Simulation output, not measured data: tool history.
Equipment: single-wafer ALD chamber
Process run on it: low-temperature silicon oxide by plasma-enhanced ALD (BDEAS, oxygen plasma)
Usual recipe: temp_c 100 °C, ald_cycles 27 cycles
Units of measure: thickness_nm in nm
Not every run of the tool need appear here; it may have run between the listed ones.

run     day  temp_c  ald_cycles  wafers since the last listed run  hours since the last thermocouple change  hours since the gauge calibration  read-back reference wafer on the same gauge, thickness_nm  thickness_nm
  1   0.000     100          27                                 0                                    2449.3                              213.3                                                      3.182         3.848
  2   1.075     100          27                               289                                    2475.1                              239.1                                                      3.179         3.860
  3   2.125     100          27                               282                                    2500.3                              264.3                                                      3.178         3.849
  4   3.950     100          27                               491                                    2544.1                              308.1                                                      3.169         3.848
  5   4.579     100          27                               169                                    2559.2                              323.2                                                      3.170         3.850
  6   5.088     100          27                               136                                    2571.4                              335.4                                                      3.164         3.843
      5.925  -- gauge calibrated
  7   6.067     100          27                               263                                    2594.9                                3.4                                                      3.214         3.888
  8   7.550     100          27                               399                                    2630.5                               39.0                                                      3.208         3.886
  9   8.204     100          27                               176                                    2646.2                               54.7                                                      3.202         3.868
 10   9.046      92          27                               226                                    2666.4                               74.9                                                      3.202         4.020
 11  10.112      92          27                               287                                    2692.0                              100.5                                                      3.198         3.990
 12  11.258      92          27                               308                                    2719.5                              128.0                                                      3.195         4.004
 13  12.417     100          27                               311                                    2747.3                              155.8                                                      3.195         3.893
 14  13.338     105          27                               247                                    2769.4                              177.9                                                      3.190         3.810
 15  14.492     100          23                               310                                    2797.1                              205.6                                                      3.188         3.278
 16  15.542     113          30                               282                                    2822.3                              230.8                                                      3.184         4.180
 17  16.379     100          27                               225                                    2842.4                              250.9                                                      3.178         3.838
 18  17.396     100          27                               273                                    2866.8                              275.3                                                      3.177         3.854
 19  18.888     113          27                               401                                    2902.6                              311.1                                                      3.174         3.738
 20  19.671     100          24                               210                                    2921.4                              329.9                                                      3.170         3.408
     20.421  -- gauge calibrated
 21  20.833      91          28                               313                                    2949.3                                9.9                                                      3.216         4.199
 22  21.808     106          27                               262                                    2972.7                               33.3                                                      3.214         3.844
     22.471  -- thermocouple changed; heater temperature recalibrated
 23  22.754     100          27                               164                                       6.8                               56.0                                                      3.211         3.886
 24  24.225     107          30                               396                                      42.1                               91.3                                                      3.207         4.249
 25  25.025     111          29                               215                                      61.3                              110.5                                                      3.201         4.071
 26  25.758      90          30                               197                                      78.9                              128.1                                                      3.199         4.499
 27  26.746     100          27                               265                                     102.6                              151.8                                                      3.197         3.877
 28  27.608     107          32                               232                                     123.3                              172.5                                                      3.194         4.517
 29  28.900     100          27                               347                                     154.3                              203.5                                                      3.191         3.875

Branching from run 29: 5 alternative next runs. What would each branch give?
  A  28.917     100          27                                 4                                     154.7                              203.9                                                          ?             ?
  B  28.917      86          25                                 4                                     154.7                              203.9                                                          ?             ?
  C  28.917      96          27                                 4                                     154.7                              203.9                                                          ?             ?
  D  28.917      92          29                                 4                                     154.7                              203.9                                                          ?             ?
  E  28.917      86          28                                 4                                     154.7                              203.9                                                          ?             ?

run  read-back reference wafer on the same gauge, thickness_nm  thickness_nm
  A                                                      3.191         3.860
  B                                                      3.191         3.780
  C                                                      3.191         3.923
  D                                                      3.191         4.282
  E                                                      3.191         4.233
With no hidden state in the tool, these same runs would have given:
run  thickness_nm
  A         3.883
  B         3.803
  C         3.947
  D         4.308
  E         4.259
